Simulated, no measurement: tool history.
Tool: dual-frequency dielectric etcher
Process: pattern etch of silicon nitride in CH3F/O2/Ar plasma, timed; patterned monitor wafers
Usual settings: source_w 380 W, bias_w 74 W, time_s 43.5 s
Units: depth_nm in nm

| run | hour | source_w | bias_w | time_s | read-back reference wafer on the same gauge, depth_nm | depth_nm |
|---|---|---|---|---|---|---|
| 1 | 0.0 | 410 | 74 | 43.5 | 23.57 | 30.21 |
| 2 | 30.8 | 410 | 74 | 43.5 | 23.59 | 29.96 |
| 3 | 87.0 | 380 | 74 | 51.0 | 23.55 | 34.39 |
|  | 151.4 | wet clean of the chamber |
|  | 167.2 | upper electrode replaced |
| 4 | 270.7 | 380 | 74 | 51.0 | 23.59 | 34.42 |
| 5 | 297.1 | 380 | 74 | 51.0 | 23.61 | 34.52 |
| 6 | 360.3 | 430 | 87 | 43.5 | 23.62 | 31.92 |
|  | 395.9 | source power generator calibrated |
| 7 | 409.4 | 430 | 87 | 43.5 | 23.61 | 31.96 |
| 8 | 464.1 | 380 | 74 | 43.5 | 23.60 | 29.43 |
|  | 467.2 | gauge calibrated |
|  | 473.8 | bias power generator calibrated |
| 9 | 534.0 | 290 | 88 | 40.0 | 23.59 | 26.38 |
| 10 | 576.4 | 380 | 62 | 32.0 | 23.61 | 20.49 |
|  | 609.1 | wet clean of the chamber |
| 11 | 632.4 | 330 | 58 | 31.5 | 23.59 | 18.86 |
| 12 | 657.1 | 380 | 66 | 43.5 | 23.59 | 28.50 |
| 13 | 706.0 | 320 | 83 | 33.5 | 23.60 | 22.36 |
| 14 | 759.7 | 380 | 74 | 30.5 | 23.57 | 20.60 |
| 15 | 821.3 | 380 | 88 | 43.5 | 23.63 | 30.97 |
| 16 | 847.2 | 380 | 80 | 43.5 | 23.61 | 29.86 |
| 17 | 895.8 | 380 | 74 | 37.5 | 23.62 | 25.45 |
| 18 | 959.0 | 380 | 74 | 43.5 | 23.60 | 29.37 |
| 19 | 1013.1 | 310 | 74 | 47.5 | 23.56 | 30.22 |
| 20 | 1041.4 | 380 | 74 | 43.5 | 23.60 | 29.47 |
|  | 1074.3 | wet clean of the chamber |
| 21 | 1074.8 | 380 | 74 | 40.0 | 23.62 | 26.80 |
| 22 | 1137.3 | 460 | 56 | 55.0 | 23.55 | 36.64 |
| 23 | 1208.3 | 380 | 74 | 43.5 | 23.62 | 29.14 |
| 24 | 1247.0 | 460 | 89 | 38.0 | 23.62 | 28.64 |
| 25 | 1313.1 | 380 | 74 | 43.5 | 23.59 | 29.49 |
| 26 | 1373.2 | 330 | 74 | 49.0 | 23.61 | 31.63 |
| 27 | 1444.1 | 410 | 83 | 51.0 | 23.61 | 36.55 |
| 28 | 1469.4 | 310 | 56 | 50.0 | 23.63 | 29.31 |
| 29 | 1515.5 | 380 | 74 | 43.5 | 23.61 | 29.44 |
|  | 1563.6 | wet clean of the chamber |
| 30 | 1565.6 | 380 | 74 | 47.0 | 23.61 | 31.64 |
| 31 | 1598.5 | 320 | 74 | 43.5 | 23.58 | 27.97 |

3 ways to go on from here, each from the tool as it stands after run 31. What would each give?
| A | 1598.9 | 380 | 74 | 43.5 | ? | ? |
| B | 1598.9 | 380 | 84 | 48.5 | ? | ? |
| C | 1598.9 | 320 | 82 | 32.5 | ? | ? |

| run | read-back reference wafer on the same gauge, depth_nm | depth_nm |
|---|---|---|
| A | 23.61 | 29.35 |
| B | 23.61 | 33.99 |
| C | 23.61 | 21.51 |
Without the tool's hidden state the same runs would have given:
| run | depth_nm |
|---|---|
| A | 29.35 |
| B | 33.99 |
| C | 21.51 |

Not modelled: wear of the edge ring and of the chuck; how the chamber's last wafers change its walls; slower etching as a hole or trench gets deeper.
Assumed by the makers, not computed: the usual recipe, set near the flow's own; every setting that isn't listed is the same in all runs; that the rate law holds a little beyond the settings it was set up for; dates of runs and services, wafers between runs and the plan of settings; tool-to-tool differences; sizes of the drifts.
